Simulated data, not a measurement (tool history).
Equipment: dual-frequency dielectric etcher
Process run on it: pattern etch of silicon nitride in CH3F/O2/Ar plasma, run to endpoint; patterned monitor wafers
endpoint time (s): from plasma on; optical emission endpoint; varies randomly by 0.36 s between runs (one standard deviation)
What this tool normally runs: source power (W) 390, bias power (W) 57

| run | hour | source power (W) | bias power (W) | incoming incoming film thickness, nm | endpoint time (s) |
|---|---|---|---|---|---|
| 1 | 0.0 | 390 | 49 | 27.38 | 47.3 |
| 2 | 90.1 | 370 | 57 | 26.89 | 46.1 |
| 3 | 129.3 | 370 | 57 | 26.93 | 46.0 |
| 4 | 200.0 | 370 | 57 | 26.93 | 45.9 |
| 5 | 245.3 | 390 | 61 | 26.91 | 44.5 |
| 6 | 344.8 | 390 | 57 | 27.11 | 45.9 |
| 7 | 402.3 | 390 | 57 | 27.25 | 45.8 |
|  | 489.3 | wet clean of the chamber |
| 8 | 489.8 | 340 | 57 | 27.16 | 46.5 |
| 9 | 533.0 | 340 | 57 | 27.23 | 47.1 |
| 10 | 629.6 | 390 | 57 | 27.29 | 45.7 |
| 11 | 678.6 | 390 | 57 | 27.03 | 45.3 |
| 12 | 778.9 | 310 | 46 | 27.28 | 53.4 |
|  | 797.3 | source power generator calibrated |
| 13 | 874.9 | 480 | 70 | 27.09 | 39.7 |
|  | 901.1 | bias power generator calibrated |
| 14 | 928.2 | 440 | 61 | 27.17 | 43.5 |
|  | 960.7 | upper electrode replaced |
| 15 | 980.9 | 340 | 63 | 27.18 | 47.0 |
| 16 | 1027.4 | 320 | 46 | 27.18 | 54.2 |
|  | 1061.9 | wet clean of the chamber |
| 17 | 1099.0 | 310 | 57 | 27.17 | 48.5 |
| 18 | 1196.9 | 320 | 46 | 26.98 | 51.7 |
| 19 | 1427.6 | 480 | 44 | 27.00 | 45.8 |
| 20 | 1482.8 | 350 | 64 | 27.09 | 46.6 |

The same runs without the tool's hidden state, with the same run-to-run variation:
Hidden conditions of the tool in this case: etch rate over this chamber's usual, %; source power that arrives over what is set, %; bias power that arrives over what is set, %.
| run | endpoint time (s) |
|---|---|
| 1 | 47.3 |
| 2 | 45.7 |
| 3 | 45.5 |
| 4 | 45.1 |
| 5 | 43.5 |
| 6 | 44.5 |
| 7 | 44.2 |
| 8 | 46.4 |
| 9 | 46.9 |
| 10 | 45.1 |
| 11 | 44.4 |
| 12 | 51.9 |
| 13 | 38.3 |
| 14 | 41.7 |
| 15 | 44.9 |
| 16 | 51.5 |
| 17 | 48.1 |
| 18 | 51.0 |
| 19 | 44.2 |
| 20 | 44.7 |

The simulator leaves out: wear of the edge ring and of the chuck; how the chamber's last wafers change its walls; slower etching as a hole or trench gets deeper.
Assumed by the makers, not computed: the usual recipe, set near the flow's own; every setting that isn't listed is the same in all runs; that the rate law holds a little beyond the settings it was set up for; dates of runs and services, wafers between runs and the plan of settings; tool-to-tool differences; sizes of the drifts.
